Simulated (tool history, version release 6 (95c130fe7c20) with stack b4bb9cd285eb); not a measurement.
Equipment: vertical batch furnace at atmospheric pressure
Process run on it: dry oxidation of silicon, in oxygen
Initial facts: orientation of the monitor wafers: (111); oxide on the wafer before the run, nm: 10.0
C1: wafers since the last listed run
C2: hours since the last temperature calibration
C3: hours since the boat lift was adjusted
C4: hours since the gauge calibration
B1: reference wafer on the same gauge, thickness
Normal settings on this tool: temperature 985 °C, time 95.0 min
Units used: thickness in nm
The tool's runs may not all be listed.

{"run": 1, "hour": 0.0, "temperature": 1001, "time": 113.0, "C1": 0, "C2": 1971.3, "C3": 4468.4, "C4": 491.7, "B1": 83.86, "thickness": 100.57}
{"run": 2, "hour": 20.2, "temperature": 985, "time": 95.0, "C1": 183, "C2": 1991.5, "C3": 4488.6, "C4": 511.9, "B1": 83.91, "thickness": 80.93}
{"run": 3, "hour": 36.0, "temperature": 985, "time": 95.0, "C1": 143, "C2": 2007.3, "C3": 4504.4, "C4": 527.7, "B1": 83.81, "thickness": 80.81}
{"run": 4, "hour": 60.3, "temperature": 985, "time": 95.0, "C1": 220, "C2": 2031.6, "C3": 4528.7, "C4": 552.0, "B1": 83.9, "thickness": 80.74}
{"run": 5, "hour": 72.2, "temperature": 985, "time": 95.0, "C1": 107, "C2": 2043.5, "C3": 4540.6, "C4": 563.9, "B1": 83.99, "thickness": 80.4}
{"run": 6, "hour": 97.4, "temperature": 985, "time": 79.0, "C1": 228, "C2": 2068.7, "C3": 4565.8, "C4": 589.1, "B1": 83.84, "thickness": 71.67}
{"run": 7, "hour": 123.6, "temperature": 985, "time": 79.0, "C1": 237, "C2": 2094.9, "C3": 4592.0, "C4": 615.3, "B1": 83.91, "thickness": 71.92}
{"run": 8, "hour": 147.7, "temperature": 985, "time": 79.0, "C1": 218, "C2": 2119.0, "C3": 4616.1, "C4": 639.4, "B1": 83.9, "thickness": 71.82}
{"hour": 190.7, "done": "thermocouples replaced and temperature profile calibrated"}
{"run": 9, "hour": 191.2, "temperature": 985, "time": 95.0, "C1": 176, "C2": 0.5, "C3": 4659.6, "C4": 682.9, "B1": 83.9, "thickness": 77.9}
{"run": 10, "hour": 197.4, "temperature": 985, "time": 95.0, "C1": 56, "C2": 6.7, "C3": 4665.8, "C4": 689.1, "B1": 83.93, "thickness": 78.04}
{"run": 11, "hour": 203.6, "temperature": 985, "time": 95.0, "C1": 56, "C2": 12.9, "C3": 4672.0, "C4": 695.3, "B1": 83.82, "thickness": 77.96}
{"run": 12, "hour": 219.0, "temperature": 985, "time": 95.0, "C1": 139, "C2": 28.3, "C3": 4687.4, "C4": 710.7, "B1": 83.97, "thickness": 78.13}
{"hour": 241.3, "done": "gauge calibrated"}
{"run": 13, "hour": 245.5, "temperature": 985, "time": 95.0, "C1": 240, "C2": 54.8, "C3": 4713.9, "C4": 4.2, "B1": 83.96, "thickness": 78.3}
{"run": 14, "hour": 302.8, "temperature": 985, "time": 95.0, "C1": 519, "C2": 112.1, "C3": 4771.2, "C4": 61.5, "B1": 83.89, "thickness": 78.2}
{"run": 15, "hour": 319.7, "temperature": 985, "time": 95.0, "C1": 153, "C2": 129.0, "C3": 4788.1, "C4": 78.4, "B1": 83.86, "thickness": 78.63}
{"run": 16, "hour": 336.8, "temperature": 985, "time": 95.0, "C1": 155, "C2": 146.1, "C3": 4805.2, "C4": 95.5, "B1": 83.95, "thickness": 79.0}
{"run": 17, "hour": 350.8, "temperature": 996, "time": 95.0, "C1": 127, "C2": 160.1, "C3": 4819.2, "C4": 109.5, "B1": 83.88, "thickness": 85.05}
{"run": 18, "hour": 364.4, "temperature": 1008, "time": 134.5, "C1": 123, "C2": 173.7, "C3": 4832.8, "C4": 123.1, "B1": 83.9, "thickness": 114.09}
{"hour": 397.5, "done": "boat lift adjusted"}
{"run": 19, "hour": 398.0, "temperature": 985, "time": 95.0, "C1": 87, "C2": 207.3, "C3": 0.5, "C4": 156.7, "B1": 83.87, "thickness": 78.59}
{"run": 20, "hour": 404.2, "temperature": 1006, "time": 107.5, "C1": 56, "C2": 213.5, "C3": 6.7, "C4": 162.9, "B1": 83.91, "thickness": 97.77}
{"run": 21, "hour": 419.1, "temperature": 976, "time": 68.0, "C1": 135, "C2": 228.4, "C3": 21.6, "C4": 177.8, "B1": 83.87, "thickness": 59.94}
{"run": 22, "hour": 428.4, "temperature": 978, "time": 95.0, "C1": 84, "C2": 237.7, "C3": 30.9, "C4": 187.1, "B1": 83.94, "thickness": 75.19}
{"run": 23, "hour": 448.8, "temperature": 985, "time": 95.0, "C1": 185, "C2": 258.1, "C3": 51.3, "C4": 207.5, "B1": 83.92, "thickness": 78.87}
{"run": 24, "hour": 472.4, "temperature": 1005, "time": 113.5, "C1": 214, "C2": 281.7, "C3": 74.9, "C4": 231.1, "B1": 83.85, "thickness": 100.47}
{"run": 25, "hour": 497.8, "temperature": 995, "time": 95.0, "C1": 230, "C2": 307.1, "C3": 100.3, "C4": 256.5, "B1": 83.96, "thickness": 84.64}
{"run": 26, "hour": 513.5, "temperature": 985, "time": 95.0, "C1": 142, "C2": 322.8, "C3": 116.0, "C4": 272.2, "B1": 83.88, "thickness": 79.2}
{"run": 27, "hour": 532.1, "temperature": 1009, "time": 120.5, "C1": 168, "C2": 341.4, "C3": 134.6, "C4": 290.8, "B1": 83.88, "thickness": 107.97}
{"run": 28, "hour": 548.8, "temperature": 997, "time": 80.0, "C1": 151, "C2": 358.1, "C3": 151.3, "C4": 307.5, "B1": 83.93, "thickness": 77.25}
{"run": 29, "hour": 570.5, "temperature": 994, "time": 115.0, "C1": 196, "C2": 379.8, "C3": 173.0, "C4": 329.2, "B1": 83.82, "thickness": 94.77}
{"run": 30, "hour": 594.4, "temperature": 985, "time": 95.0, "C1": 216, "C2": 403.7, "C3": 196.9, "C4": 353.1, "B1": 83.93, "thickness": 78.96}
{"run": 31, "hour": 615.0, "temperature": 963, "time": 63.5, "C1": 186, "C2": 424.3, "C3": 217.5, "C4": 373.7, "B1": 83.93, "thickness": 52.63}
{"run": 32, "hour": 626.8, "temperature": 1001, "time": 58.5, "C1": 107, "C2": 436.1, "C3": 229.3, "C4": 385.5, "B1": 83.93, "thickness": 65.18}
{"run": 33, "hour": 637.7, "temperature": 1004, "time": 95.0, "C1": 98, "C2": 447.0, "C3": 240.2, "C4": 396.4, "B1": 83.88, "thickness": 90.33}
{"run": 34, "hour": 660.6, "temperature": 994, "time": 95.0, "C1": 207, "C2": 469.9, "C3": 263.1, "C4": 419.3, "B1": 83.86, "thickness": 84.25}
{"run": 35, "hour": 681.2, "temperature": 966, "time": 59.5, "C1": 186, "C2": 490.5, "C3": 283.7, "C4": 439.9, "B1": 83.92, "thickness": 51.82}
{"run": 36, "hour": 701.8, "temperature": 985, "time": 95.0, "C1": 186, "C2": 511.1, "C3": 304.3, "C4": 460.5, "B1": 83.88, "thickness": 79.46}
{"run": 37, "hour": 717.4, "temperature": 1002, "time": 116.5, "C1": 141, "C2": 526.7, "C3": 319.9, "C4": 476.1, "B1": 83.89, "thickness": 101.5}
{"run": 38, "hour": 733.1, "temperature": 964, "time": 107.0, "C1": 142, "C2": 542.4, "C3": 335.6, "C4": 491.8, "B1": 83.87, "thickness": 73.93}

Some steps in thickness, run to run, broken into two amounts with sign: the step expected even without the hidden condition (settings, incoming material, random variation), and the rest, left for the hidden condition together with whatever gauge scatter is not in both the measured and the hidden-condition-free result:
Unlogged tool condition in this case: true tube temperature minus thermocouple reading, K; monitor wafer colder than the profiled boat position, K; gauge reads high (%).
Run 1 -> 2: temperature 1001 -> 985, time 113.0 -> 95.0. thickness -19.64 nm: hidden state -0.73, all else -18.91.
Run 8 -> 9: time 79.0 -> 95.0, thermocouples replaced and temperature profile calibrated. thickness +6.08 nm: hidden state -2.34, all else +8.42.
Run 18 -> 19: temperature 1008 -> 985, time 134.5 -> 95.0, boat lift adjusted. thickness -35.50 nm: hidden state -0.23, all else -35.27.
Run 20 -> 21: temperature 1006 -> 976, time 107.5 -> 68.0. thickness -37.83 nm: hidden state -0.36, all else -37.47.
Run 34 -> 35: temperature 994 -> 966, time 95.0 -> 59.5. thickness -32.43 nm: hidden state -0.49, all else -31.94.
